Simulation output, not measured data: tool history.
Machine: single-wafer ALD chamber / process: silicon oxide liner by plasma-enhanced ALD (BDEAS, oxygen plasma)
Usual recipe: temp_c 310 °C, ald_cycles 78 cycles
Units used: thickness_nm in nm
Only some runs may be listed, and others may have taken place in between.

run,day,temp_c,ald_cycles,"read-back reference wafer on the same gauge, thickness_nm",thickness_nm
1,0,310,78,6.588,7.048
2,1.6,310,85,6.59,7.646
3,3.5,310,85,6.587,7.714
4,6.45,321,78,6.589,6.961
5,7.704,321,78,6.589,6.906
6,8.833,321,78,6.59,6.967
7,11.329,310,78,6.59,7.067
8,14.15,299,88,6.589,8.035
9,16.221,299,88,6.59,8.068
10,18.65,310,78,6.59,7.058
11,20.504,310,78,6.593,7.083
12,21.525,310,78,6.587,7.082
13,23.888,301,78,6.592,7.15
14,26.579,301,78,6.593,7.115
15,28.129,310,78,6.593,7.042
# day 31.358: gauge calibrated
16,34.262,310,78,6.589,7.016
17,36.888,310,78,6.588,7.042
# day 38.971: thermocouple changed; heater temperature recalibrated
18,39.162,310,78,6.59,7.041
19,41.871,310,78,6.593,7.064
20,44.7,321,78,6.592,6.937
21,47.633,300,92,6.59,8.436
22,49.675,316,78,6.587,7.01
23,51.025,310,69,6.592,6.244
24,52.225,306,78,6.593,7.075
25,53.342,303,89,6.586,8.094
26,56.142,321,78,6.589,6.932
27,57.829,310,78,6.588,7.044
28,59.512,310,78,6.589,7.06
29,61.675,310,84,6.591,7.569
30,64.408,302,83,6.592,7.568
31,66.058,310,92,6.592,8.283
32,67.754,315,73,6.591,6.556
33,69.054,296,82,6.592,7.622
34,70.333,301,71,6.591,6.522
35,72.367,306,91,6.589,8.215
36,73.65,298,72,6.589,6.633
37,76.45,299,65,6.591,5.99
38,78.342,300,85,6.591,7.771

Forecast each of these 5 alternatives for the next run:
A,78.362,310,78,?,?
B,78.362,295,86,?,?
C,78.362,304,83,?,?
D,78.362,310,67,?,?
E,78.362,320,88,?,?

run,"read-back reference wafer on the same gauge, thickness_nm",thickness_nm
A,6.59,7.054
B,6.59,7.997
C,6.59,7.565
D,6.59,6.059
E,6.59,7.854
With no hidden state in the tool, these same runs would have given:
run,thickness_nm
A,7.054
B,7.997
C,7.565
D,6.059
E,7.854

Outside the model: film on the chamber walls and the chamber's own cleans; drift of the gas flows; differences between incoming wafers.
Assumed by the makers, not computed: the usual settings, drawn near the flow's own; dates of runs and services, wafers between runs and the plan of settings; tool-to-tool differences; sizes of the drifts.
